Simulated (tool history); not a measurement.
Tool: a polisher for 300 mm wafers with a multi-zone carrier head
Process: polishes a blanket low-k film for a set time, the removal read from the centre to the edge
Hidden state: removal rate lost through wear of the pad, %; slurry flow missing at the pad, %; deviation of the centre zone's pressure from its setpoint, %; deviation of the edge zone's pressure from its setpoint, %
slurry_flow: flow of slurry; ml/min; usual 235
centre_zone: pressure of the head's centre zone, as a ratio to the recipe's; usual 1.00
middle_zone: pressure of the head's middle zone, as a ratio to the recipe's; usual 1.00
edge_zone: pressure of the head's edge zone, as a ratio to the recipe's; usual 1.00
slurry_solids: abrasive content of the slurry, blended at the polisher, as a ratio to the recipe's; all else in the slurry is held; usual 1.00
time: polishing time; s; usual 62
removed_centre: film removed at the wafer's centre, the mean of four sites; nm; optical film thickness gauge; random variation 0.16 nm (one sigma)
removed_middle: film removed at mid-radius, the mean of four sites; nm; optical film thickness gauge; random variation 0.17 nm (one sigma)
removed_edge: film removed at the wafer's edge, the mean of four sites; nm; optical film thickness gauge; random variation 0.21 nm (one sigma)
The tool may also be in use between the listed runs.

run	hour	slurry_flow	centre_zone	middle_zone	edge_zone	slurry_solids	time	wafers since the last listed run	wafers polished on this pad	hours since the slurry nozzle was cleaned	hours since the centre zone pressure was calibrated	hours since the edge zone pressure was calibrated	hours since the carrier head's membrane was replaced	incoming thickness of the incoming film, nm	removed_centre	removed_middle	removed_edge
1	0.0	185	1.10	1.00	1.00	0.75	43	0	3782	223.4	360.9	161.9	405.8	639.2	17.1	15.2	15.3
# hour 15.2: worn pad replaced by a new one
2	58.9	195	1.00	1.00	1.08	1.00	71	536	426	282.3	419.8	220.8	464.7	640.1	28.7	28.0	29.3
3	112.7	235	1.00	1.00	1.07	0.90	62	525	952	336.1	473.6	274.6	518.5	627.5	24.6	24.1	25.0
# hour 158.4: centre zone pressure recalibrated
4	165.4	235	1.00	0.96	1.00	0.75	62	495	1447	388.8	7.0	327.3	571.2	633.4	23.0	21.3	22.3
5	206.2	235	1.00	1.00	1.07	0.90	62	398	1845	429.6	47.8	368.1	612.0	636.9	24.6	24.2	25.0
6	244.5	235	1.00	1.00	1.00	1.00	62	374	2219	467.9	86.1	406.4	650.3	616.5	25.9	24.9	25.1
7	289.7	235	1.00	1.00	1.08	1.00	62	441	2661	513.1	131.3	451.6	695.5	635.3	25.5	25.1	26.1
# hour 318.1: slurry nozzle cleaned
8	344.2	175	1.03	1.00	1.06	1.25	62	522	3183	26.1	185.8	506.1	750.0	630.2	27.8	26.7	27.1
9	404.1	290	1.11	0.96	1.00	1.00	49	584	3768	86.0	245.7	566.0	809.9	637.4	22.9	19.7	19.9
# hour 411.1: worn pad replaced by a new one
10	428.9	235	1.00	0.88	1.00	1.25	74	203	173	110.8	270.5	590.8	834.7	626.8	33.2	28.7	32.8
11	500.4	235	1.00	1.06	1.00	0.70	82	698	871	182.3	342.0	662.3	906.2	635.6	29.5	30.1	28.7
12	554.9	235	0.89	1.00	0.96	1.00	62	532	1403	236.8	396.5	716.8	960.7	629.3	22.7	25.2	24.4
# hour 599.1: centre zone pressure recalibrated
13	599.6	235	1.00	0.96	1.00	0.75	62	416	1820	281.5	0.5	761.5	1005.4	633.9	23.0	21.5	22.5
14	657.6	235	1.00	1.08	1.00	1.00	62	566	2387	339.5	58.5	819.5	1063.4	628.7	25.6	27.0	25.1
15	716.5	235	1.00	1.00	1.07	1.00	62	575	2962	398.4	117.4	878.4	1122.3	635.0	25.6	24.8	25.7
16	749.8	235	1.00	1.00	1.00	1.00	62	325	3287	431.7	150.7	911.7	1155.6	635.0	25.6	25.0	24.9
17	802.6	235	1.00	1.00	1.03	1.00	62	515	3803	484.5	203.5	964.5	1208.4	630.2	25.6	24.9	25.6
# hour 813.1: edge zone pressure recalibrated
# hour 845.1: worn pad replaced by a new one
18	904.6	235	1.00	1.00	1.00	1.00	62	937	580	586.5	305.5	91.5	1310.4	630.2	26.0	24.8	25.1
# hour 940.1: slurry nozzle cleaned
19	951.8	235	1.00	1.00	1.00	1.15	68	451	1032	11.7	352.7	138.7	1357.6	635.2	29.7	28.9	28.8
20	990.4	235	1.00	1.00	1.00	1.00	62	376	1408	50.3	391.3	177.3	1396.2	628.9	25.6	25.0	24.9
# hour 1022.0: centre zone pressure recalibrated
21	1022.5	310	1.00	1.05	1.10	1.20	62	293	1702	82.4	0.5	209.4	1428.3	637.0	28.3	28.7	27.9

Hidden state at the last listed run before each entry between runs and at the first one after, where it differs:
Between runs 1 and 2: worn pad replaced by a new one (hour 15.2)
  no hidden state differs between the two runs
Between runs 3 and 4: centre zone pressure recalibrated (hour 158.4)
  no hidden state differs between the two runs
Between runs 7 and 8: slurry nozzle cleaned (hour 318.1)
  no hidden state differs between the two runs
Between runs 9 and 10: worn pad replaced by a new one (hour 411.1)
  no hidden state differs between the two runs
Between runs 12 and 13: centre zone pressure recalibrated (hour 599.1)
  no hidden state differs between the two runs
Between runs 17 and 18: edge zone pressure recalibrated (hour 813.1); worn pad replaced by a new one (hour 845.1)
  no hidden state differs between the two runs
Between runs 18 and 19: slurry nozzle cleaned (hour 940.1)
  no hidden state differs between the two runs
Between runs 20 and 21: centre zone pressure recalibrated (hour 1022.0)
  no hidden state differs between the two runs

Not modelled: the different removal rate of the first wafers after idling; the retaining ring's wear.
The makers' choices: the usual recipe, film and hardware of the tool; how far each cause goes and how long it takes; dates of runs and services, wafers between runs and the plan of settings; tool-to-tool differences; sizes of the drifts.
